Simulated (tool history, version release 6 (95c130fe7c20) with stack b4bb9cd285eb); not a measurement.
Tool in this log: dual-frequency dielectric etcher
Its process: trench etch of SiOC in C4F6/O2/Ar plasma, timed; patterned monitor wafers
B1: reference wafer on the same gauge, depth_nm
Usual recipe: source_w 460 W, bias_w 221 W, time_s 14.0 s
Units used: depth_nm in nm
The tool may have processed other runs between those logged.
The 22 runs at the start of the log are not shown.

{"run": 23, "hour": 287.8, "source_w": 570, "bias_w": 203, "time_s": 15.5, "B1": 39.41, "depth_nm": 39.73}
{"run": 24, "hour": 298.4, "source_w": 460, "bias_w": 221, "time_s": 17.0, "B1": 39.4, "depth_nm": 42.36}
{"run": 25, "hour": 312.3, "source_w": 410, "bias_w": 274, "time_s": 14.0, "B1": 39.39, "depth_nm": 36.8}
{"run": 26, "hour": 322.8, "source_w": 460, "bias_w": 198, "time_s": 14.0, "B1": 39.39, "depth_nm": 33.5}
{"run": 27, "hour": 335.8, "source_w": 500, "bias_w": 221, "time_s": 14.0, "B1": 39.39, "depth_nm": 35.74}
{"run": 28, "hour": 343.0, "source_w": 570, "bias_w": 200, "time_s": 14.0, "B1": 39.42, "depth_nm": 35.66}
{"run": 29, "hour": 378.1, "source_w": 460, "bias_w": 221, "time_s": 14.0, "B1": 39.4, "depth_nm": 35.04}
{"hour": 379.4, "done": "gauge calibrated"}
{"run": 30, "hour": 394.4, "source_w": 460, "bias_w": 221, "time_s": 14.0, "B1": 39.39, "depth_nm": 35.08}
{"run": 31, "hour": 402.9, "source_w": 380, "bias_w": 169, "time_s": 14.0, "B1": 39.41, "depth_nm": 30.06}

Each row is a separate what-if for the run after 31, all from the same tool condition, not one after another. Results?
{"run": "A", "hour": 403.3, "source_w": 460, "bias_w": 221, "time_s": 14.0, "B1": "?", "depth_nm": "?"}
{"run": "B", "hour": 403.3, "source_w": 570, "bias_w": 221, "time_s": 17.0, "B1": "?", "depth_nm": "?"}
{"run": "C", "hour": 403.3, "source_w": 370, "bias_w": 167, "time_s": 12.5, "B1": "?", "depth_nm": "?"}

run=A B1=39.40 depth_nm=35.09
run=B B1=39.40 depth_nm=45.27
run=C B1=39.40 depth_nm=26.53
With the hidden condition removed and each run's random variation left untouched, the same runs would have given:
run=A depth_nm=34.91
run=B depth_nm=45.04
run=C depth_nm=26.40
